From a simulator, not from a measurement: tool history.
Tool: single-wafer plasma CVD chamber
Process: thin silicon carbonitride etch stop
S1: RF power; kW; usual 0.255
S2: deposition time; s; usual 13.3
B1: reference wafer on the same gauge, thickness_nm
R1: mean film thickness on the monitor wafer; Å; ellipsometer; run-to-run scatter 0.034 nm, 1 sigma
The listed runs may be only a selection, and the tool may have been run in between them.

run	hour	S1	S2	B1	R1
1	0	0.255	13.3	6.786	71.15
2	44.5	0.255	13.3	6.772	71.23
3	109.8	0.255	13.3	6.802	72.33
# hour 159.1: RF generator calibrated
4	181.8	0.255	13.3	6.808	72.15
5	250.4	0.255	13.3	6.818	72.33
6	308.7	0.255	13.3	6.85	73.19
7	399.8	0.29	13.3	6.852	77.39
8	477.9	0.29	13.3	6.892	77.07
9	550.7	0.255	13.3	6.92	72.8
10	619.8	0.235	13.3	6.917	70.6
11	705.8	0.235	13.3	6.966	70.92
# hour 761.4: thermocouple changed; heater temperature recalibrated
12	783	0.235	13.3	7.005	70.69
13	835.7	0.225	13.3	7.007	69.81
# hour 869.4: gauge calibrated
14	881.3	0.295	11.7	6.654	65.93
15	972.8	0.305	15.8	6.657	91.56
16	1050.5	0.275	12.5	6.646	68.45
17	1096.6	0.21	12.6	6.655	59.94
# hour 1144.2: showerhead replaced
18	1163.7	0.255	13.3	6.652	70.08
19	1268.5	0.24	13.3	6.691	68.26
# hour 1331.2: RF generator calibrated
20	1351.7	0.255	13.3	6.684	70.96
21	1430.4	0.255	13.3	6.713	70.13
22	1487.2	0.255	13.3	6.699	70.88
23	1549	0.28	13.3	6.704	74.26
24	1642.3	0.21	14.2	6.721	68.09
25	1697.9	0.28	14.1	6.743	78.86
26	1793.9	0.285	14.1	6.754	79.69
27	1894.6	0.235	14.3	6.771	74.55

Here are 3 independent what-if runs from the current tool condition. What would each one return?
A	1895	0.255	13.3	?	?
B	1895	0.255	15.9	?	?
C	1895	0.215	14.1	?	?

run	B1	R1
A	6.782	72.03
B	6.782	86.11
C	6.782	69.58
Take away the tool's hidden state, keep each run's random variation, and the runs would have read:
run	R1
A	71.12
B	85.03
C	68.7
